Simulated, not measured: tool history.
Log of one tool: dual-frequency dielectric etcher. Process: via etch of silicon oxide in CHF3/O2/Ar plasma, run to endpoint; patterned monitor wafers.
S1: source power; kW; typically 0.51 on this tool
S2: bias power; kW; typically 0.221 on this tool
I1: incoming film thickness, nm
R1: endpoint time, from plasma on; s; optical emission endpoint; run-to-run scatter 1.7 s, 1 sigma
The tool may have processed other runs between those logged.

run	hour	S1	S2	I1	R1
1	0	0.51	0.199	745	410.3
2	19	0.51	0.199	749.9	416
3	34.4	0.58	0.221	749.1	373.2
4	83.8	0.58	0.221	743.3	367.8
5	109.6	0.58	0.221	755.5	375.8
6	121.8	0.51	0.221	743.9	383.5
7	155.9	0.51	0.204	752.9	406.9
8	183.7	0.51	0.204	746.4	398.7
9	196.7	0.51	0.204	745.8	398.5
10	211.8	0.51	0.221	744	378.5
11	223.9	0.51	0.221	744.1	381
12	240.2	0.51	0.221	747	381.6
13	255.5	0.6	0.248	741.3	339
14	278.1	0.51	0.254	750.4	354.6
15	302.1	0.51	0.254	740.8	349.2
16	330.3	0.51	0.254	759	358.4
# hour 361.6: wet clean of the chamber
17	362.1	0.39	0.236	752.3	407
18	362.5	0.59	0.198	748.9	396.2
# hour 368.9: source power generator calibrated
19	377	0.51	0.199	740.4	409
20	403.1	0.51	0.221	745.1	384
21	420.7	0.4	0.262	743.5	374.1
22	451.4	0.6	0.221	748.4	366.9
23	476.9	0.51	0.179	752.7	444
# hour 491.1: bias power generator calibrated
24	577.2	0.51	0.221	756.4	390
25	599.2	0.51	0.221	751.5	386.6
26	616.7	0.61	0.239	745.7	348.2
# hour 661: upper electrode replaced
27	661.5	0.47	0.267	751	353.7
28	665.2	0.62	0.261	752.1	330.9
29	698.2	0.61	0.271	741.7	318.9
30	722.9	0.51	0.221	743.4	378.1
31	756.2	0.51	0.221	753.7	383.8
32	788.8	0.47	0.273	755.2	349.6
33	810.6	0.51	0.221	755.2	381.7
34	836.2	0.51	0.199	742.8	403.4
# hour 887.5: wet clean of the chamber
35	888	0.44	0.221	745.6	406.6

Some steps in R1, run to run, broken into two amounts with sign: the step expected even without the hidden condition (settings, incoming material, random variation), and the rest, left for the hidden condition together with whatever gauge scatter is not in both the measured and the hidden-condition-free result:
The hidden state here: etch rate over this chamber's usual, %; source power that arrives over what is set, %; bias power that arrives over what is set, %.
Run 16 -> 17: S1 0.51 -> 0.39, S2 0.254 -> 0.236, wet clean of the chamber. R1 +48.6 s: hidden state +7.6, all else +41.
Run 22 -> 23: S1 0.6 -> 0.51, S2 0.221 -> 0.179. R1 +77.1 s: hidden state -1.3, all else +78.4.
Run 23 -> 24: S2 0.179 -> 0.221, bias power generator calibrated. R1 -54 s: hidden state -1.5, all else -52.5.
Run 29 -> 30: S1 0.61 -> 0.51, S2 0.271 -> 0.221. R1 +59.2 s: hidden state -1.7, all else +60.9.
Run 34 -> 35: S1 0.51 -> 0.44, S2 0.199 -> 0.221, wet clean of the chamber. R1 +3.2 s: hidden state +12.3, all else -9.1.
